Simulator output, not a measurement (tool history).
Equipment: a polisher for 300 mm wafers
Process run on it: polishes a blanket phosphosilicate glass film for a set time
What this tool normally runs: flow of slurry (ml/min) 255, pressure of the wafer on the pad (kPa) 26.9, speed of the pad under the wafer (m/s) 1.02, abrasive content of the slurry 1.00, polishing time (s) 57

run   hour  flow of slurry (ml/min)  pressure of the wafer on the pad (kPa)  speed of the pad under the wafer (m/s)  abrasive content of the slurry  polishing time (s)  incoming thickness of the incoming film, nm  film removed (Å)
  1    0.0                      255                                    26.9                                    1.02                            1.20                  57                                       4632.3              5375
  2    7.7                      255                                    26.9                                    1.02                            1.00                  65                                       4617.9              5763
  3   21.0                      255                                    26.9                                    1.02                            1.00                  65                                       4683.0              5683
      34.4  -- head pressure recalibrated
      71.0  -- slurry nozzle cleaned
  4   72.7                      255                                    26.9                                    1.02                            1.00                  65                                       4620.2              5953
      79.3  -- worn pad replaced by a new one
  5   87.9                      255                                    26.9                                    1.02                            1.20                  63                                       4604.6              6310
  6   99.8                      255                                    26.9                                    1.02                            1.20                  63                                       4629.7              6349
  7  111.8                      255                                    26.9                                    1.02                            1.00                  57                                       4578.9              5280
  8  126.5                      255                                    26.9                                    1.02                            1.00                  57                                       4568.6              5304
  9  135.8                      255                                    23.4                                    1.02                            0.85                  57                                       4625.6              4261
 10  147.5                      255                                    26.9                                    0.90                            1.00                  57                                       4637.0              4787
     150.5  -- conditioning disc replaced and pad reconditioned
 11  159.2                      255                                    26.9                                    1.02                            0.90                  57                                       4512.7              4959
 12  173.1                      225                                    26.9                                    1.02                            0.90                  57                                       4538.3              4870
     178.8  -- worn pad replaced by a new one
 13  189.2                      255                                    18.6                                    0.72                            1.00                  48                                       4615.8              2320
 14  197.7                      255                                    26.9                                    1.02                            1.00                  57                                       4675.4              5168
 15  214.1                      195                                    26.9                                    1.02                            1.20                  45                                       4705.8              4145
 16  231.2                      255                                    19.3                                    1.02                            1.25                  57                                       4650.5              4022
     242.4  -- slurry blender recalibrated
 17  244.6                      255                                    26.9                                    1.02                            1.00                  75                                       4658.5              6925
 18  251.1                      195                                    26.9                                    1.02                            0.85                  57                                       4600.2              4726
     265.4  -- worn pad replaced by a new one
 19  278.9                      255                                    26.9                                    1.02                            1.10                  68                                       4561.0              6500
 20  293.5                      255                                    32.4                                    0.92                            1.00                  57                                       4573.5              5786
 21  308.7                      255                                    26.9                                    0.92                            1.00                  57                                       4561.2              4775
 22  319.4                      255                                    32.4                                    1.02                            1.30                  63                                       4570.3              7628
 23  336.0                      190                                    26.9                                    1.14                            1.00                  57                                       4571.0              5301
 24  343.7                      330                                    18.6                                    1.02                            1.25                  57                                       4574.8              3970
 25  351.9                      255                                    22.1                                    1.02                            0.75                  57                                       4648.7              3721

Forecast each of these 5 alternatives for the next run:
  A  352.3                      255                                    26.9                                    1.02                            1.00                  43                                       4616.2                 ?
  B  352.3                      255                                    26.9                                    1.02                            1.15                  45                                       4616.2                 ?
  C  352.3                      290                                    20.7                                    1.02                            0.85                  57                                       4616.2                 ?
  D  352.3                      215                                    26.9                                    1.02                            1.00                  43                                       4616.2                 ?
  E  352.3                      255                                    26.9                                    1.32                            1.00                  57                                       4616.2                 ?

run  film removed (Å)
  A              3868
  B              4266
  C              3769
  D              3764
  E              6169
The same runs, with their run-to-run variation unchanged, on a tool lacking any hidden condition would have given:
run  film removed (Å)
  A              4115
  B              4534
  C              3991
  D              4038
  E              6563
